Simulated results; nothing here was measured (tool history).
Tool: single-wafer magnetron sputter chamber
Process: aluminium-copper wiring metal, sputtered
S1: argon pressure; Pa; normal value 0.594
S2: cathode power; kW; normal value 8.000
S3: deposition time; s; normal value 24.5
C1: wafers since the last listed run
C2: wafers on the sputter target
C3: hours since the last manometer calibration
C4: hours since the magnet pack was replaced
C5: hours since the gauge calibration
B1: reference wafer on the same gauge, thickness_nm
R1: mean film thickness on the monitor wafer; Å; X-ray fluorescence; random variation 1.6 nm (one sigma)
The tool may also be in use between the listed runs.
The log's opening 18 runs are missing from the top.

run	hour	S1	S2	S3	C1	C2	C3	C4	C5	B1	R1
# hour 288.2: capacitance manometer re-zeroed and calibrated
19	288.7	0.444	6.400	22.8	280	2097	0.5	96.0	595.5	258.066	2434.57
20	294.7	0.594	8.000	24.5	130	2227	6.5	102.0	601.5	257.653	3090.30
21	305.5	0.594	9.950	24.5	234	2461	17.3	112.8	612.3	257.869	3807.01
22	323.4	0.594	7.150	27.2	388	2850	35.2	130.7	630.2	257.629	3028.49
# hour 327.7: gauge calibrated
# hour 342.2: sputter target and shields replaced
23	342.7	0.594	8.000	24.5	245	10	54.5	150.0	15.0	257.890	3202.22
24	357.8	0.812	9.650	24.5	327	338	69.6	165.1	30.1	258.174	3502.46
25	397.7	0.473	6.200	26.8	866	1204	109.5	205.0	70.0	258.500	2788.41
26	413.8	0.594	8.000	24.5	349	1554	125.6	221.1	86.1	258.109	3137.94
27	422.5	0.594	8.000	24.5	188	1742	134.3	229.8	94.8	257.982	3135.37
28	436.6	0.594	8.000	24.5	306	2049	148.4	243.9	108.9	257.881	3109.97
29	445.0	0.594	8.000	24.5	182	2231	156.8	252.3	117.3	258.159	3085.38
30	457.5	0.450	8.000	24.5	271	2502	169.3	264.8	129.8	257.846	3233.04
31	472.5	0.594	8.000	21.8	325	2828	184.3	279.8	144.8	258.253	2710.99
32	488.5	0.486	6.450	25.9	347	3175	200.3	295.8	160.8	258.002	2715.96
33	496.6	0.594	8.000	24.5	175	3351	208.4	303.9	168.9	257.943	3038.34
34	509.2	0.483	9.000	24.5	273	3625	221.0	316.5	181.5	257.706	3546.28

Branching from run 34: 5 alternative next runs. What would each branch give?
A	509.6	0.594	8.000	27.9	8	3633	221.4	316.9	181.9	?	?
B	509.6	0.673	6.650	20.7	8	3633	221.4	316.9	181.9	?	?
C	509.6	0.823	8.750	29.3	8	3633	221.4	316.9	181.9	?	?
D	509.6	0.712	9.600	29.2	8	3633	221.4	316.9	181.9	?	?
E	509.6	0.765	6.650	25.8	8	3633	221.4	316.9	181.9	?	?

run	B1	R1
A	258.593	3448.42
B	258.593	2062.34
C	258.593	3627.01
D	258.593	4137.05
E	258.593	2481.24
Take away the tool's hidden state, keep each run's random variation, and the runs would have read:
run	R1
A	3668.64
B	2194.04
C	3858.63
D	4401.24
E	2639.69
